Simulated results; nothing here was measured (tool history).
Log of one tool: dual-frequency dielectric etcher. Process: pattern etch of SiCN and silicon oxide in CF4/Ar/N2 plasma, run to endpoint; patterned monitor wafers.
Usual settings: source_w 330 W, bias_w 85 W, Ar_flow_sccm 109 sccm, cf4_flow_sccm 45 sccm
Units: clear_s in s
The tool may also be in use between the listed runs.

run,hour,source_w,bias_w,Ar_flow_sccm,cf4_flow_sccm,wafers since the last listed run,hours since the last wet clean,hours since the last source power generator calibration,hours since the last bias power generator calibration,hours since the last Ar flow controller change,hours since the last CF4 flow controller change,hours since the last upper electrode change,"incoming incoming film thickness, nm",clear_s
1,0.0,360,85,109,50,0,108.4,4413.8,3699.8,3550.6,3868.8,2770.4,15.67,21.5
2,64.2,330,85,109,45,668,172.6,4478.0,3764.0,3614.8,3933.0,2834.6,15.90,24.4
3,114.2,330,85,109,45,520,222.6,4528.0,3814.0,3664.8,3983.0,2884.6,15.69,24.0
4,181.4,330,85,109,45,699,289.8,4595.2,3881.2,3732.0,4050.2,2951.8,15.93,24.5
5,220.4,330,85,109,45,405,328.8,4634.2,3920.2,3771.0,4089.2,2990.8,15.85,24.4
6,277.3,330,85,109,45,592,385.7,4691.1,3977.1,3827.9,4146.1,3047.7,15.57,23.9
# hour 364.4: wet clean of the chamber
7,364.9,330,85,109,45,662,0.5,4778.7,4064.7,3915.5,4233.7,3135.3,15.74,24.2
8,372.5,330,85,109,45,79,8.1,4786.3,4072.3,3923.1,4241.3,3142.9,15.87,24.3
# hour 498.3: CF4 flow controller replaced
9,575.7,330,85,109,45,2052,211.3,4989.5,4275.5,4126.3,77.4,3346.1,16.03,24.7
10,615.2,330,85,109,45,411,250.8,5029.0,4315.0,4165.8,116.9,3385.6,15.80,24.4
11,652.7,330,106,109,56,390,288.3,5066.5,4352.5,4203.3,154.4,3423.1,15.83,21.4
12,699.6,360,94,96,54,488,335.2,5113.4,4399.4,4250.2,201.3,3470.0,15.99,20.4
# hour 768.4: source power generator calibrated
# hour 781.4: bias power generator calibrated
13,854.7,370,85,109,36,1531,490.3,86.3,73.3,4405.3,356.4,3625.1,15.71,22.0
14,887.3,360,85,118,45,339,522.9,118.9,105.9,4437.9,389.0,3657.7,15.96,22.1
# hour 926.9: Ar flow controller replaced
# hour 945.1: upper electrode replaced
# hour 954.6: wet clean of the chamber
15,955.1,330,85,109,45,355,0.5,186.7,173.7,28.2,456.8,10.0,15.80,23.6
16,968.9,250,85,135,37,143,14.3,200.5,187.5,42.0,470.6,23.8,15.87,34.3
17,1007.5,330,85,109,45,401,52.9,239.1,226.1,80.6,509.2,62.4,15.94,23.5
18,1069.0,290,78,126,35,640,114.4,300.6,287.6,142.1,570.7,123.9,15.86,30.5
19,1096.3,310,65,85,55,284,141.7,327.9,314.9,169.4,598.0,151.2,15.85,24.8
20,1132.5,330,85,109,45,376,177.9,364.1,351.1,205.6,634.2,187.4,15.65,23.2
21,1197.2,330,85,109,45,673,242.6,428.8,415.8,270.3,698.9,252.1,15.80,23.5

4 ways to go on from here, each from the tool as it stands after run 21. What would each give?
A,1197.6,260,85,109,45,4,243.0,429.2,416.2,270.7,699.3,252.5,15.84,?
B,1197.6,250,100,100,45,4,243.0,429.2,416.2,270.7,699.3,252.5,15.84,?
C,1197.6,330,85,97,39,4,243.0,429.2,416.2,270.7,699.3,252.5,15.84,?
D,1197.6,330,85,95,50,4,243.0,429.2,416.2,270.7,699.3,252.5,15.84,?

run,clear_s
A,30.0
B,28.7
C,23.6
D,22.2
Without the tool's hidden state the same runs would have given:
run,clear_s
A,30.0
B,28.8
C,23.6
D,22.3

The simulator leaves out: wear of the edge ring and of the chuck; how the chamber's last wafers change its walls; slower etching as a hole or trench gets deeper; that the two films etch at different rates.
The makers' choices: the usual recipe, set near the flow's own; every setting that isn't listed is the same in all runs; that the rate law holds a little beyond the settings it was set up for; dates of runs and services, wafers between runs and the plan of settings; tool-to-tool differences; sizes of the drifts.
